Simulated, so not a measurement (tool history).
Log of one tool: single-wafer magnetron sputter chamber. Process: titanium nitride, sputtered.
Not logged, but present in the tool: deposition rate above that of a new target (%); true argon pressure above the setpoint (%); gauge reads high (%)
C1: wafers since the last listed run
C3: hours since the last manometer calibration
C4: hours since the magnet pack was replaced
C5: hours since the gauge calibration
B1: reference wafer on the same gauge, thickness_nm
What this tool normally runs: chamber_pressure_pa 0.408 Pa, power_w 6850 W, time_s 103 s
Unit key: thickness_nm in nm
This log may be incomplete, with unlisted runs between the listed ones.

run 1 hour=0.0 | chamber_pressure_pa=0.408 power_w=6850 time_s=103 | C1=0 wafers_on_the_sputter_target=2581 C3=1708.8 C4=8516.4 C5=206.3 | B1=117.047 | thickness_nm=129.780
run 2 hour=74.4 | chamber_pressure_pa=0.408 power_w=6850 time_s=103 | C1=1270 wafers_on_the_sputter_target=3852 C3=1783.2 C4=8590.8 C5=280.7 | B1=117.007 | thickness_nm=128.624
run 3 hour=115.5 | chamber_pressure_pa=0.408 power_w=7350 time_s=94 | C1=702 wafers_on_the_sputter_target=4554 C3=1824.3 C4=8631.9 C5=321.8 | B1=117.038 | thickness_nm=125.805
run 4 hour=202.7 | chamber_pressure_pa=0.408 power_w=7350 time_s=94 | C1=1489 wafers_on_the_sputter_target=6044 C3=1911.5 C4=8719.1 C5=409.0 | B1=116.901 | thickness_nm=124.090
run 5 hour=239.6 | chamber_pressure_pa=0.408 power_w=6850 time_s=103 | C1=630 wafers_on_the_sputter_target=6674 C3=1948.4 C4=8756.0 C5=445.9 | B1=116.986 | thickness_nm=126.254
-- hour=256.4 sputter target and shields replaced
run 6 hour=337.8 | chamber_pressure_pa=0.408 power_w=6850 time_s=103 | C1=1540 wafers_on_the_sputter_target=1390 C3=2046.6 C4=8854.2 C5=544.1 | B1=117.020 | thickness_nm=122.352
-- hour=410.0 sputter target and shields replaced, repeated, since the last time left the tool worse
run 7 hour=441.2 | chamber_pressure_pa=0.408 power_w=6850 time_s=103 | C1=1629 wafers_on_the_sputter_target=532 C3=2150.0 C4=8957.6 C5=647.5 | B1=117.107 | thickness_nm=129.013

The next listed run, before its measurement:
run 8 hour=521.2 | chamber_pressure_pa=0.303 power_w=7900 time_s=117 | C1=1366 wafers_on_the_sputter_target=1898 C3=2230.0 C4=9037.6 C5=727.5 | B1=? | thickness_nm=?

Run 8 gave B1 116.953, thickness_nm 171.852 nm.
Minus the tool's unlogged condition, the same run would have read thickness_nm 173.204 nm.
